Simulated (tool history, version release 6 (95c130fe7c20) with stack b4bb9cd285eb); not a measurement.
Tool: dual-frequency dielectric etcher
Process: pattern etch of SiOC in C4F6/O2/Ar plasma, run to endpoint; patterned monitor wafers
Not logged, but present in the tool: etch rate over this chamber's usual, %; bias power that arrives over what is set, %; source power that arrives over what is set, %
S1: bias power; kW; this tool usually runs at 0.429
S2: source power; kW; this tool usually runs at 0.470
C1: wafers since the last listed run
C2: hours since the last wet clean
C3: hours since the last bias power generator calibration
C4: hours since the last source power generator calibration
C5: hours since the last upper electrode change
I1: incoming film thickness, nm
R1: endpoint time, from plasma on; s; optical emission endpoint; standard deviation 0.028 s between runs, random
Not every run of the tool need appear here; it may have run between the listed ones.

{"run": 1, "day": 0.0, "S1": 0.453, "S2": 0.56, "C1": 0, "C2": 333.5, "C3": 3090.8, "C4": 3147.4, "C5": 5254.7, "I1": 25.56, "R1": 8.6}
{"run": 2, "day": 0.538, "S1": 0.378, "S2": 0.47, "C1": 210, "C2": 346.4, "C3": 3103.7, "C4": 3160.3, "C5": 5267.6, "I1": 25.57, "R1": 9.7}
{"run": 3, "day": 0.992, "S1": 0.378, "S2": 0.47, "C1": 177, "C2": 357.3, "C3": 3114.6, "C4": 3171.2, "C5": 5278.5, "I1": 25.37, "R1": 9.6}
{"run": 4, "day": 1.592, "S1": 0.378, "S2": 0.47, "C1": 234, "C2": 371.7, "C3": 3129.0, "C4": 3185.6, "C5": 5292.9, "I1": 25.74, "R1": 9.7}
{"run": 5, "day": 2.183, "S1": 0.429, "S2": 0.47, "C1": 231, "C2": 385.9, "C3": 3143.2, "C4": 3199.8, "C5": 5307.1, "I1": 25.54, "R1": 9.3}
{"run": 6, "day": 2.675, "S1": 0.429, "S2": 0.47, "C1": 192, "C2": 397.7, "C3": 3155.0, "C4": 3211.6, "C5": 5318.9, "I1": 25.44, "R1": 9.2}
{"run": 7, "day": 3.083, "S1": 0.429, "S2": 0.47, "C1": 159, "C2": 407.5, "C3": 3164.8, "C4": 3221.4, "C5": 5328.7, "I1": 25.55, "R1": 9.2}
{"run": 8, "day": 3.8, "S1": 0.429, "S2": 0.47, "C1": 280, "C2": 424.7, "C3": 3182.0, "C4": 3238.6, "C5": 5345.9, "I1": 25.64, "R1": 9.2}
{"run": 9, "day": 5.712, "S1": 0.429, "S2": 0.47, "C1": 747, "C2": 470.6, "C3": 3227.9, "C4": 3284.5, "C5": 5391.8, "I1": 25.59, "R1": 9.2}
{"run": 10, "day": 5.962, "S1": 0.429, "S2": 0.47, "C1": 97, "C2": 476.6, "C3": 3233.9, "C4": 3290.5, "C5": 5397.8, "I1": 25.52, "R1": 9.2}
{"run": 11, "day": 6.246, "S1": 0.429, "S2": 0.47, "C1": 110, "C2": 483.4, "C3": 3240.7, "C4": 3297.3, "C5": 5404.6, "I1": 25.67, "R1": 9.2}
{"day": 7.283, "done": "wet clean of the chamber"}
{"run": 12, "day": 7.304, "S1": 0.429, "S2": 0.47, "C1": 22, "C2": 0.5, "C3": 3266.1, "C4": 3322.7, "C5": 5430.0, "I1": 25.23, "R1": 9.4}
{"run": 13, "day": 7.508, "S1": 0.429, "S2": 0.47, "C1": 79, "C2": 5.4, "C3": 3271.0, "C4": 3327.6, "C5": 5434.9, "I1": 25.45, "R1": 9.5}
{"run": 14, "day": 8.004, "S1": 0.46, "S2": 0.39, "C1": 193, "C2": 17.3, "C3": 3282.9, "C4": 3339.5, "C5": 5446.8, "I1": 25.64, "R1": 9.8}
{"run": 15, "day": 8.725, "S1": 0.46, "S2": 0.39, "C1": 281, "C2": 34.6, "C3": 3300.2, "C4": 3356.8, "C5": 5464.1, "I1": 25.26, "R1": 9.7}
{"run": 16, "day": 9.158, "S1": 0.46, "S2": 0.39, "C1": 169, "C2": 45.0, "C3": 3310.6, "C4": 3367.2, "C5": 5474.5, "I1": 25.49, "R1": 9.8}
{"run": 17, "day": 9.858, "S1": 0.429, "S2": 0.47, "C1": 273, "C2": 61.8, "C3": 3327.4, "C4": 3384.0, "C5": 5491.3, "I1": 25.76, "R1": 9.5}
{"run": 18, "day": 10.233, "S1": 0.429, "S2": 0.47, "C1": 146, "C2": 70.8, "C3": 3336.4, "C4": 3393.0, "C5": 5500.3, "I1": 25.62, "R1": 9.5}
{"run": 19, "day": 10.758, "S1": 0.382, "S2": 0.4, "C1": 205, "C2": 83.4, "C3": 3349.0, "C4": 3405.6, "C5": 5512.9, "I1": 25.65, "R1": 10.3}
{"day": 11.771, "done": "upper electrode replaced"}
{"run": 20, "day": 11.792, "S1": 0.487, "S2": 0.35, "C1": 13, "C2": 108.2, "C3": 3373.8, "C4": 3430.4, "C5": 0.5, "I1": 25.49, "R1": 9.8}
{"run": 21, "day": 11.804, "S1": 0.506, "S2": 0.44, "C1": 4, "C2": 108.5, "C3": 3374.1, "C4": 3430.7, "C5": 0.8, "I1": 25.82, "R1": 9.2}
{"run": 22, "day": 12.183, "S1": 0.429, "S2": 0.47, "C1": 148, "C2": 117.6, "C3": 3383.2, "C4": 3439.8, "C5": 9.9, "I1": 25.46, "R1": 9.4}
{"day": 12.733, "done": "source power generator calibrated"}
{"run": 23, "day": 12.754, "S1": 0.429, "S2": 0.47, "C1": 158, "C2": 131.3, "C3": 3396.9, "C4": 0.5, "C5": 23.6, "I1": 25.7, "R1": 9.5}
{"run": 24, "day": 12.967, "S1": 0.429, "S2": 0.38, "C1": 83, "C2": 136.4, "C3": 3402.0, "C4": 5.6, "C5": 28.7, "I1": 25.82, "R1": 10.2}
{"run": 25, "day": 13.529, "S1": 0.491, "S2": 0.56, "C1": 219, "C2": 149.9, "C3": 3415.5, "C4": 19.1, "C5": 42.2, "I1": 25.17, "R1": 8.4}
{"day": 13.871, "done": "bias power generator calibrated"}
{"run": 26, "day": 13.958, "S1": 0.535, "S2": 0.44, "C1": 102, "C2": 160.2, "C3": 2.1, "C4": 29.4, "C5": 52.5, "I1": 25.87, "R1": 9.0}
{"run": 27, "day": 14.45, "S1": 0.429, "S2": 0.47, "C1": 192, "C2": 172.0, "C3": 13.9, "C4": 41.2, "C5": 64.3, "I1": 25.81, "R1": 9.5}
{"run": 28, "day": 14.912, "S1": 0.51, "S2": 0.47, "C1": 180, "C2": 183.1, "C3": 25.0, "C4": 52.3, "C5": 75.4, "I1": 25.61, "R1": 8.8}
{"run": 29, "day": 15.358, "S1": 0.429, "S2": 0.47, "C1": 174, "C2": 193.8, "C3": 35.7, "C4": 63.0, "C5": 86.1, "I1": 25.62, "R1": 9.3}
{"run": 30, "day": 15.871, "S1": 0.429, "S2": 0.41, "C1": 200, "C2": 206.1, "C3": 48.0, "C4": 75.3, "C5": 98.4, "I1": 25.36, "R1": 9.7}
{"run": 31, "day": 16.6, "S1": 0.429, "S2": 0.47, "C1": 285, "C2": 223.6, "C3": 65.5, "C4": 92.8, "C5": 115.9, "I1": 25.79, "R1": 9.5}
{"run": 32, "day": 17.35, "S1": 0.468, "S2": 0.39, "C1": 293, "C2": 241.6, "C3": 83.5, "C4": 110.8, "C5": 133.9, "I1": 25.57, "R1": 9.6}
{"run": 33, "day": 17.783, "S1": 0.372, "S2": 0.59, "C1": 169, "C2": 252.0, "C3": 93.9, "C4": 121.2, "C5": 144.3, "I1": 25.55, "R1": 9.1}
{"run": 34, "day": 18.471, "S1": 0.522, "S2": 0.58, "C1": 268, "C2": 268.5, "C3": 110.4, "C4": 137.7, "C5": 160.8, "I1": 25.5, "R1": 8.1}
{"run": 35, "day": 18.746, "S1": 0.353, "S2": 0.4, "C1": 107, "C2": 275.1, "C3": 117.0, "C4": 144.3, "C5": 167.4, "I1": 25.58, "R1": 10.4}

Consider 4 possible next runs. They are alternatives, not a sequence: every one starts from the tool as it was left by run 35. What does each give?
{"run": "A", "day": 18.762, "S1": 0.429, "S2": 0.47, "C1": 6, "C2": 275.5, "C3": 117.4, "C4": 144.7, "C5": 167.8, "I1": 25.71, "R1": "?"}
{"run": "B", "day": 18.762, "S1": 0.489, "S2": 0.53, "C1": 6, "C2": 275.5, "C3": 117.4, "C4": 144.7, "C5": 167.8, "I1": 25.71, "R1": "?"}
{"run": "C", "day": 18.762, "S1": 0.516, "S2": 0.42, "C1": 6, "C2": 275.5, "C3": 117.4, "C4": 144.7, "C5": 167.8, "I1": 25.71, "R1": "?"}
{"run": "D", "day": 18.762, "S1": 0.429, "S2": 0.55, "C1": 6, "C2": 275.5, "C3": 117.4, "C4": 144.7, "C5": 167.8, "I1": 25.71, "R1": "?"}

run=A R1=9.4
run=B R1=8.6
run=C R1=9.1
run=D R1=8.9
With no hidden state in the tool, these same runs would have given:
run=A R1=9.5
run=B R1=8.8
run=C R1=9.2
run=D R1=9.1

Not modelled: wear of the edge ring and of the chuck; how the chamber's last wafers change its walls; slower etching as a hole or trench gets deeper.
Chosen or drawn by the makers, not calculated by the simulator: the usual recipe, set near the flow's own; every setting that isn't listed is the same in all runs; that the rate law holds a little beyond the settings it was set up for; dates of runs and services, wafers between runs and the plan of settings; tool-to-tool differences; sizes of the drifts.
